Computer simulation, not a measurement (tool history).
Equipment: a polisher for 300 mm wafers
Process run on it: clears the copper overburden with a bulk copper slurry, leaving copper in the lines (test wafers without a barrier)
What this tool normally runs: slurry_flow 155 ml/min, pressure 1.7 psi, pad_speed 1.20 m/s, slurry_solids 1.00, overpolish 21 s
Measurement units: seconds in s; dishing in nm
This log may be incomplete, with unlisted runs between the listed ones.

run     day  slurry_flow  pressure  pad_speed  slurry_solids  overpolish  wafers since the last listed run  wafers polished on this pad  hours since the slurry nozzle was cleaned  hours since the head pressure was calibrated  hours since the slurry blender was calibrated  incoming thickness of the incoming film, nm  seconds  dishing
  1   0.000          110       1.7       1.06           1.00          21                                 0                          711                                      212.1                                          43.1                                           36.9                                        691.1    145.4     44.6
  2   1.333          110       1.7       1.06           1.00          21                               238                          949                                      244.1                                          75.1                                           68.9                                        685.9    144.7     46.7
      2.600  -- worn pad replaced by a new one
  3   2.621          110       1.7       1.06           1.00          21                               200                            3                                      275.0                                         106.0                                           99.8                                        695.3    151.1     46.8
  4   3.529          155       1.7       1.20           1.00          21                               162                          166                                      296.8                                         127.8                                          121.6                                        694.7    122.1     51.7
      4.608  -- slurry blender recalibrated
  5   4.858          155       1.7       1.20           1.00          21                               222                          388                                      328.7                                         159.7                                            6.0                                        690.9    116.3     52.3
  6   5.412          155       1.7       1.20           1.00          21                                98                          487                                      342.0                                         173.0                                           19.3                                        689.8    121.8     50.5
  7   6.554          155       1.7       1.20           1.00          21                               203                          691                                      369.4                                         200.4                                           46.7                                        709.4    130.8     51.0
  8   7.312          155       1.7       1.20           1.00          21                               135                          826                                      387.6                                         218.6                                           64.9                                        692.0    123.5     50.2
  9   8.333          190       2.0       1.20           1.00          21                               182                         1008                                      412.1                                         243.1                                           89.4                                        694.8    102.4     57.4
      9.292  -- worn pad replaced by a new one
 10   9.717          155       1.7       1.20           1.00          21                               217                           75                                      445.3                                         276.3                                          122.6                                        697.0    124.8     50.0
     10.383  -- head pressure recalibrated
 11  10.983          155       1.7       1.20           1.00          21                               211                          287                                      475.7                                          14.4                                          153.0                                        688.9    117.2     51.3
 12  12.212          155       1.7       1.20           1.00          21                               219                          506                                      505.2                                          43.9                                          182.5                                        700.6    126.6     50.9
     12.308  -- slurry blender recalibrated
 13  13.633          155       1.7       1.20           1.00          21                               238                          745                                      539.3                                          78.0                                           31.8                                        710.5    128.5     51.5
     16.392  -- worn pad replaced by a new one
 14  16.967          155       1.7       1.20           1.20          16                               565                          102                                      619.3                                         158.0                                          111.8                                        687.7    114.2     45.8
 15  17.542          140       1.7       1.20           1.00          12                               102                          205                                      633.1                                         171.8                                          125.6                                        695.2    129.5     34.3
 16  18.688          155       1.5       1.20           1.00          21                               204                          409                                      660.6                                         199.3                                          153.1                                        688.8    141.7     46.2
     19.462  -- slurry blender recalibrated
 17  20.125          120       1.7       1.20           1.00          21                               241                          651                                      695.1                                         233.8                                           15.9                                        693.2    130.7     49.1
     20.471  -- slurry nozzle cleaned
 18  21.125          110       1.7       1.54           1.00          21                               171                          822                                       15.7                                         257.8                                           39.9                                        704.5     94.9     58.9
     22.367  -- head pressure recalibrated
     22.546  -- worn pad replaced by a new one
 19  22.567          155       1.7       1.20           1.00          21                               212                            3                                       50.3                                           4.8                                           74.5                                        684.9    114.7     52.8
 20  23.196          155       1.7       1.20           0.80          21                               112                          115                                       65.4                                          19.9                                           89.6                                        702.7    124.3     50.2
 21  24.125          155       1.7       1.20           1.00          28                               165                          281                                       87.7                                          42.2                                          111.9                                        702.2    118.0     63.2
 22  24.662          180       1.7       1.20           1.00          21                                95                          377                                      100.6                                          55.1                                          124.8                                        695.0    109.9     53.5
 23  25.188          155       1.7       1.20           1.00          21                                93                          471                                      113.2                                          67.7                                          137.4                                        710.4    116.8     54.9
 24  25.888          155       1.7       1.20           1.00          21                               124                          596                                      130.0                                          84.5                                          154.2                                        698.3    118.1     53.5
 25  26.650          110       1.7       1.20           1.00          21                               136                          732                                      148.3                                         102.8                                          172.5                                        690.3    124.1     51.5
     26.892  -- slurry blender recalibrated
 26  27.612          115       1.5       1.20           1.30          21                               156                          889                                      171.4                                         125.9                                           17.3                                        691.6    135.6     49.2
 27  28.350          130       1.7       1.20           1.00          21                               131                         1021                                      189.1                                         143.6                                           35.0                                        687.1    121.7     53.7
     28.800  -- worn pad replaced by a new one
 28  30.746          175       1.7       1.20           1.10          13                               397                          347                                      246.6                                         201.1                                           92.5                                        694.2    112.5     40.0
 29  31.783          155       1.7       1.20           0.85          21                               185                          532                                      271.5                                         226.0                                          117.4                                        699.4    128.7     50.6

Here are 3 independent what-if runs from the current tool condition. What would each one return?
  A  31.804          155       1.7       1.20           1.00          25                                 3                          536                                      272.0                                         226.5                                          117.9                                        698.2        ?        ?
  B  31.804          155       2.0       1.20           1.20          21                                 3                          536                                      272.0                                         226.5                                          117.9                                        698.2        ?        ?
  C  31.804          155       1.7       0.86           1.00          26                                 3                          536                                      272.0                                         226.5                                          117.9                                        698.2        ?        ?

run  seconds  dishing
  A    121.5     57.3
  B     98.2     59.8
  C    169.5     49.1
Without the tool's hidden state the same runs would have given:
run  seconds  dishing
  A    112.3     59.4
  B     90.8     62.0
  C    156.7     51.3
